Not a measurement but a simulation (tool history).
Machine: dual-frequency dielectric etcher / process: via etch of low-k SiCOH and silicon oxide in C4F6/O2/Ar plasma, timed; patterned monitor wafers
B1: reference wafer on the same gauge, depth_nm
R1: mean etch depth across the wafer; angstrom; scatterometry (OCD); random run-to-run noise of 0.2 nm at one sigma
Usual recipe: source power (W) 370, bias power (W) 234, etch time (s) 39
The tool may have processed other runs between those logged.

run 1 hour=0 | source_power_(W)=370 bias_power_(W)=234 etch_time_(s)=39 | B1=104 | R1=908
-- hour=19.7 gauge calibrated
run 2 hour=34.6 | source_power_(W)=370 bias_power_(W)=234 etch_time_(s)=39 | B1=104 | R1=910
-- hour=50.8 source power generator calibrated
run 3 hour=61.4 | source_power_(W)=370 bias_power_(W)=234 etch_time_(s)=39 | B1=104 | R1=950
run 4 hour=85.9 | source_power_(W)=370 bias_power_(W)=234 etch_time_(s)=39 | B1=104 | R1=950
run 5 hour=103.9 | source_power_(W)=440 bias_power_(W)=204 etch_time_(s)=31.5 | B1=104 | R1=813
run 6 hour=131.1 | source_power_(W)=400 bias_power_(W)=186 etch_time_(s)=49 | B1=104 | R1=1187
run 7 hour=146.2 | source_power_(W)=370 bias_power_(W)=264 etch_time_(s)=47 | B1=104 | R1=1174
run 8 hour=174.6 | source_power_(W)=420 bias_power_(W)=250 etch_time_(s)=47 | B1=104 | R1=1236
run 9 hour=190 | source_power_(W)=370 bias_power_(W)=234 etch_time_(s)=39 | B1=104 | R1=953
run 10 hour=215.3 | source_power_(W)=370 bias_power_(W)=288 etch_time_(s)=39 | B1=104 | R1=993
run 11 hour=248.4 | source_power_(W)=370 bias_power_(W)=234 etch_time_(s)=39 | B1=103.9 | R1=949
run 12 hour=270.1 | source_power_(W)=290 bias_power_(W)=234 etch_time_(s)=44.5 | B1=104 | R1=963
run 13 hour=300.6 | source_power_(W)=370 bias_power_(W)=234 etch_time_(s)=39 | B1=104 | R1=948
run 14 hour=333.6 | source_power_(W)=420 bias_power_(W)=185 etch_time_(s)=46.5 | B1=104 | R1=1154
-- hour=347.5 source power generator calibrated, repeated, since the last time left the tool worse
-- hour=372.1 upper electrode replaced
-- hour=389.2 wet clean of the chamber
run 15 hour=389.7 | source_power_(W)=330 bias_power_(W)=286 etch_time_(s)=39 | B1=104 | R1=908
run 16 hour=390 | source_power_(W)=400 bias_power_(W)=200 etch_time_(s)=39 | B1=104 | R1=932
run 17 hour=390.3 | source_power_(W)=410 bias_power_(W)=259 etch_time_(s)=39 | B1=104 | R1=987
run 18 hour=407.3 | source_power_(W)=370 bias_power_(W)=234 etch_time_(s)=39 | B1=104 | R1=924
run 19 hour=442.5 | source_power_(W)=370 bias_power_(W)=234 etch_time_(s)=39 | B1=104 | R1=921
run 20 hour=463.1 | source_power_(W)=370 bias_power_(W)=234 etch_time_(s)=39 | B1=104 | R1=920
run 21 hour=495.6 | source_power_(W)=310 bias_power_(W)=252 etch_time_(s)=49 | B1=104 | R1=1075
run 22 hour=534.2 | source_power_(W)=420 bias_power_(W)=268 etch_time_(s)=29 | B1=103.9 | R1=753
run 23 hour=557.9 | source_power_(W)=370 bias_power_(W)=234 etch_time_(s)=39 | B1=104 | R1=925
run 24 hour=592.2 | source_power_(W)=320 bias_power_(W)=197 etch_time_(s)=32.5 | B1=104 | R1=695
run 25 hour=623.7 | source_power_(W)=320 bias_power_(W)=234 etch_time_(s)=50.5 | B1=104 | R1=1115
run 26 hour=652 | source_power_(W)=370 bias_power_(W)=204 etch_time_(s)=30 | B1=104 | R1=692
run 27 hour=667.4 | source_power_(W)=370 bias_power_(W)=182 etch_time_(s)=45.5 | B1=104 | R1=1025
run 28 hour=679.8 | source_power_(W)=370 bias_power_(W)=211 etch_time_(s)=39 | B1=104 | R1=904
run 29 hour=713.2 | source_power_(W)=390 bias_power_(W)=234 etch_time_(s)=45 | B1=104 | R1=1093

5 ways to go on from here, each from the tool as it stands after run 29. What would each give?
run A hour=713.6 | source_power_(W)=370 bias_power_(W)=234 etch_time_(s)=39 | B1=? | R1=?
run B hour=713.6 | source_power_(W)=410 bias_power_(W)=189 etch_time_(s)=44.5 | B1=? | R1=?
run C hour=713.6 | source_power_(W)=370 bias_power_(W)=234 etch_time_(s)=45.5 | B1=? | R1=?
run D hour=713.6 | source_power_(W)=290 bias_power_(W)=234 etch_time_(s)=39 | B1=? | R1=?
run E hour=713.6 | source_power_(W)=280 bias_power_(W)=234 etch_time_(s)=39 | B1=? | R1=?

run=A B1=104 R1=921
run=B B1=104 R1=1062
run=C B1=104 R1=1075
run=D B1=104 R1=814
run=E B1=104 R1=799
What these runs would have given with no unlogged condition in the tool:
run=A R1=920
run=B R1=1060
run=C R1=1073
run=D R1=813
run=E R1=798

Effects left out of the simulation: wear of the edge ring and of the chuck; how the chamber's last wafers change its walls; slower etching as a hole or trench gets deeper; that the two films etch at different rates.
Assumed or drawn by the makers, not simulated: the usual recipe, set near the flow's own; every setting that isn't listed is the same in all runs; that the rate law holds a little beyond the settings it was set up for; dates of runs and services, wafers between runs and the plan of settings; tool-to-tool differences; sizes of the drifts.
